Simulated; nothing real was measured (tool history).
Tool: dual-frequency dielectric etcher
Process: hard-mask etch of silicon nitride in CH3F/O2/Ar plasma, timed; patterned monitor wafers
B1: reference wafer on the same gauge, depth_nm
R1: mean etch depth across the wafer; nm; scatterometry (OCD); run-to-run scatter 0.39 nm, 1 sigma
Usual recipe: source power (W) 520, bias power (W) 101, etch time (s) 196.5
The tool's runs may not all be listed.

{"run": 1, "day": 0.0, "source power (W)": 520, "bias power (W)": 101, "etch time (s)": 196.5, "B1": 164, "R1": 162.6}
{"run": 2, "day": 0.412, "source power (W)": 520, "bias power (W)": 101, "etch time (s)": 196.5, "B1": 164, "R1": 162.9}
{"run": 3, "day": 0.875, "source power (W)": 520, "bias power (W)": 101, "etch time (s)": 196.5, "B1": 164, "R1": 162.8}
{"run": 4, "day": 1.608, "source power (W)": 520, "bias power (W)": 112, "etch time (s)": 227, "B1": 164, "R1": 195.1}
{"run": 5, "day": 2.262, "source power (W)": 520, "bias power (W)": 112, "etch time (s)": 227, "B1": 164.1, "R1": 195.4}
{"run": 6, "day": 2.762, "source power (W)": 480, "bias power (W)": 101, "etch time (s)": 196.5, "B1": 164, "R1": 158.5}
{"run": 7, "day": 3.488, "source power (W)": 480, "bias power (W)": 101, "etch time (s)": 196.5, "B1": 164, "R1": 158.9}
{"run": 8, "day": 4.017, "source power (W)": 480, "bias power (W)": 101, "etch time (s)": 196.5, "B1": 163.9, "R1": 158.7}
{"day": 5.262, "done": "upper electrode replaced"}
{"run": 9, "day": 5.283, "source power (W)": 520, "bias power (W)": 101, "etch time (s)": 196.5, "B1": 164, "R1": 163.5}
{"run": 10, "day": 5.3, "source power (W)": 520, "bias power (W)": 101, "etch time (s)": 196.5, "B1": 164, "R1": 164.4}
{"run": 11, "day": 5.45, "source power (W)": 580, "bias power (W)": 101, "etch time (s)": 196.5, "B1": 164, "R1": 169.3}
{"run": 12, "day": 5.946, "source power (W)": 520, "bias power (W)": 101, "etch time (s)": 196.5, "B1": 164, "R1": 163.8}
{"run": 13, "day": 6.317, "source power (W)": 490, "bias power (W)": 101, "etch time (s)": 196.5, "B1": 164, "R1": 160.8}
{"run": 14, "day": 6.75, "source power (W)": 490, "bias power (W)": 101, "etch time (s)": 196.5, "B1": 163.9, "R1": 161}
{"run": 15, "day": 7.204, "source power (W)": 520, "bias power (W)": 101, "etch time (s)": 196.5, "B1": 164, "R1": 163.7}
{"run": 16, "day": 7.896, "source power (W)": 410, "bias power (W)": 89, "etch time (s)": 146, "B1": 163.9, "R1": 108.5}
{"run": 17, "day": 8.383, "source power (W)": 520, "bias power (W)": 82, "etch time (s)": 161, "B1": 163.9, "R1": 126.8}
{"day": 9.038, "done": "source power generator calibrated"}
{"run": 18, "day": 9.058, "source power (W)": 420, "bias power (W)": 87, "etch time (s)": 161.5, "B1": 164, "R1": 120.3}
{"run": 19, "day": 9.392, "source power (W)": 480, "bias power (W)": 101, "etch time (s)": 221.5, "B1": 164, "R1": 180.6}
{"run": 20, "day": 9.654, "source power (W)": 640, "bias power (W)": 94, "etch time (s)": 238, "B1": 164.1, "R1": 209.4}
{"day": 11.679, "done": "bias power generator calibrated"}
{"day": 12.2, "done": "wet clean of the chamber"}
{"run": 21, "day": 12.221, "source power (W)": 640, "bias power (W)": 101, "etch time (s)": 196.5, "B1": 164, "R1": 172.6}
{"run": 22, "day": 12.238, "source power (W)": 520, "bias power (W)": 111, "etch time (s)": 196.5, "B1": 164, "R1": 164.3}
{"run": 23, "day": 12.254, "source power (W)": 560, "bias power (W)": 85, "etch time (s)": 151.5, "B1": 164.1, "R1": 119.9}
{"day": 12.454, "done": "gauge calibrated"}
{"run": 24, "day": 12.567, "source power (W)": 430, "bias power (W)": 94, "etch time (s)": 196.5, "B1": 164, "R1": 146.7}
{"run": 25, "day": 13.754, "source power (W)": 490, "bias power (W)": 101, "etch time (s)": 196.5, "B1": 164.1, "R1": 157.2}
{"run": 26, "day": 14.438, "source power (W)": 520, "bias power (W)": 101, "etch time (s)": 196.5, "B1": 164, "R1": 160.7}
{"run": 27, "day": 15.862, "source power (W)": 520, "bias power (W)": 101, "etch time (s)": 221.5, "B1": 164, "R1": 181.7}
{"run": 28, "day": 16.354, "source power (W)": 520, "bias power (W)": 81, "etch time (s)": 150.5, "B1": 164, "R1": 115.4}
{"run": 29, "day": 16.758, "source power (W)": 640, "bias power (W)": 101, "etch time (s)": 168.5, "B1": 164, "R1": 148.8}

Consider 5 possible next runs. They are alternatives, not a sequence: every one starts from the tool as it was left by run 29. What does each give?
{"run": "A", "day": 16.779, "source power (W)": 520, "bias power (W)": 101, "etch time (s)": 196.5, "B1": "?", "R1": "?"}
{"run": "B", "day": 16.779, "source power (W)": 650, "bias power (W)": 101, "etch time (s)": 196.5, "B1": "?", "R1": "?"}
{"run": "C", "day": 16.779, "source power (W)": 420, "bias power (W)": 92, "etch time (s)": 171, "B1": "?", "R1": "?"}
{"run": "D", "day": 16.779, "source power (W)": 520, "bias power (W)": 101, "etch time (s)": 181, "B1": "?", "R1": "?"}
{"run": "E", "day": 16.779, "source power (W)": 520, "bias power (W)": 84, "etch time (s)": 233, "B1": "?", "R1": "?"}

run=A B1=164 R1=161.9
run=B B1=164 R1=175
run=C B1=164 R1=127.3
run=D B1=164 R1=149.2
run=E B1=164 R1=181.6
The same runs, with their run-to-run variation unchanged, on a tool lacking any hidden condition would have given:
run=A R1=161.1
run=B R1=174.1
run=C R1=126.7
run=D R1=148.4
run=E R1=180.7
